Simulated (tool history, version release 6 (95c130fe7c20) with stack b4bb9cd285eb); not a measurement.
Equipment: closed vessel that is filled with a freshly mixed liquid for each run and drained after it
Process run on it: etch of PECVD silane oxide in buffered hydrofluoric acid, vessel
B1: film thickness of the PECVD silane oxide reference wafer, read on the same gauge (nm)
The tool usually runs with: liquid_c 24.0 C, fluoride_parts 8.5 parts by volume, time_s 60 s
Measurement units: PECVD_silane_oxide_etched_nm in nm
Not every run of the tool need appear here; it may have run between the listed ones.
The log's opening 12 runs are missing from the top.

At hour 144.7: hydrofluoric acid flow meter replaced.
Run 13, hour 148.6: usual settings; B1 119.99. Result: PECVD_silane_oxide_etched_nm 327.90 nm.
Run 14, hour 155.6: usual settings but liquid_c 19.5 C, fluoride_parts 6.0 parts by volume, time_s 40 s; B1 120.05. Result: PECVD_silane_oxide_etched_nm 239.00 nm.
Run 15, hour 170.2: usual settings; B1 119.96. Result: PECVD_silane_oxide_etched_nm 325.86 nm.
Run 16, hour 177.7: usual settings but time_s 40 s; B1 120.04. Result: PECVD_silane_oxide_etched_nm 217.75 nm.
At hour 179.7: thermometer replaced.
Run 17, hour 192.9: usual settings but liquid_c 28.0 C; B1 119.96. Result: PECVD_silane_oxide_etched_nm 377.75 nm.
Run 18, hour 208.4: usual settings but liquid_c 20.0 C, fluoride_parts 5.5 parts by volume, time_s 90 s; B1 119.98. Result: PECVD_silane_oxide_etched_nm 558.18 nm.
Run 19, hour 225.2: usual settings but liquid_c 20.5 C, fluoride_parts 10.0 parts by volume, time_s 75 s; B1 119.97. Result: PECVD_silane_oxide_etched_nm 280.13 nm.
Run 20, hour 238.2: usual settings but liquid_c 21.0 C, fluoride_parts 6.5 parts by volume; B1 120.04. Result: PECVD_silane_oxide_etched_nm 341.14 nm.
Run 21, hour 253.5: usual settings; B1 120.03. Result: PECVD_silane_oxide_etched_nm 307.80 nm.
Run 22, hour 269.1: usual settings but fluoride_parts 5.5 parts by volume; B1 120.04. Result: PECVD_silane_oxide_etched_nm 466.54 nm.
Run 23, hour 278.4: usual settings but fluoride_parts 9.5 parts by volume, time_s 85 s; B1 119.98. Result: PECVD_silane_oxide_etched_nm 395.22 nm.
Run 24, hour 290.7: usual settings; B1 120.01. Result: PECVD_silane_oxide_etched_nm 307.57 nm.
Run 25, hour 302.1: usual settings but fluoride_parts 10.5 parts by volume; B1 120.00. Result: PECVD_silane_oxide_etched_nm 258.52 nm.
Run 26, hour 316.2: usual settings but liquid_c 21.5 C, fluoride_parts 7.5 parts by volume, time_s 50 s; B1 120.01. Result: PECVD_silane_oxide_etched_nm 256.00 nm.
Run 27, hour 325.7: usual settings but liquid_c 19.5 C; B1 120.00. Result: PECVD_silane_oxide_etched_nm 240.49 nm.
Run 28, hour 349.1: usual settings but time_s 90 s; B1 120.01. Result: PECVD_silane_oxide_etched_nm 462.53 nm.
Run 29, hour 367.0: usual settings but liquid_c 25.5 C, fluoride_parts 9.5 parts by volume; B1 120.00. Result: PECVD_silane_oxide_etched_nm 304.59 nm.
Run 30, hour 376.1: usual settings; B1 120.01. Result: PECVD_silane_oxide_etched_nm 308.95 nm.
Run 31, hour 391.5: usual settings; B1 120.03. Result: PECVD_silane_oxide_etched_nm 308.89 nm.
Run 32, hour 404.5: usual settings but liquid_c 20.0 C, fluoride_parts 10.5 parts by volume, time_s 85 s; B1 119.98. Result: PECVD_silane_oxide_etched_nm 294.79 nm.

What if the next run were any one of these 5? Each begins from the tool's condition after run 32:
Run A, hour 405.2: usual settings but fluoride_parts 7.0 parts by volume; B1 ?. Result: PECVD_silane_oxide_etched_nm ?.
Run B, hour 405.2: usual settings but liquid_c 22.5 C, fluoride_parts 12.0 parts by volume; B1 ?. Result: PECVD_silane_oxide_etched_nm ?.
Run C, hour 405.2: usual settings but liquid_c 28.0 C, time_s 70 s; B1 ?. Result: PECVD_silane_oxide_etched_nm ?.
Run D, hour 405.2: usual settings but liquid_c 22.5 C, fluoride_parts 10.5 parts by volume, time_s 35 s; B1 ?. Result: PECVD_silane_oxide_etched_nm ?.
Run E, hour 405.2: usual settings but liquid_c 26.0 C, fluoride_parts 11.0 parts by volume, time_s 45 s; B1 ?. Result: PECVD_silane_oxide_etched_nm ?.

run      B1  PECVD_silane_oxide_etched_nm
  A  119.99                        382.07
  B  119.99                        210.11
  C  119.99                        447.81
  D  119.99                        139.62
  E  119.99                        207.47
Stripped of hidden state, with their random variation kept, the same runs would have yielded:
run  PECVD_silane_oxide_etched_nm
  A                        373.65
  B                        205.43
  C                        438.18
  D                        136.51
  E                        202.95

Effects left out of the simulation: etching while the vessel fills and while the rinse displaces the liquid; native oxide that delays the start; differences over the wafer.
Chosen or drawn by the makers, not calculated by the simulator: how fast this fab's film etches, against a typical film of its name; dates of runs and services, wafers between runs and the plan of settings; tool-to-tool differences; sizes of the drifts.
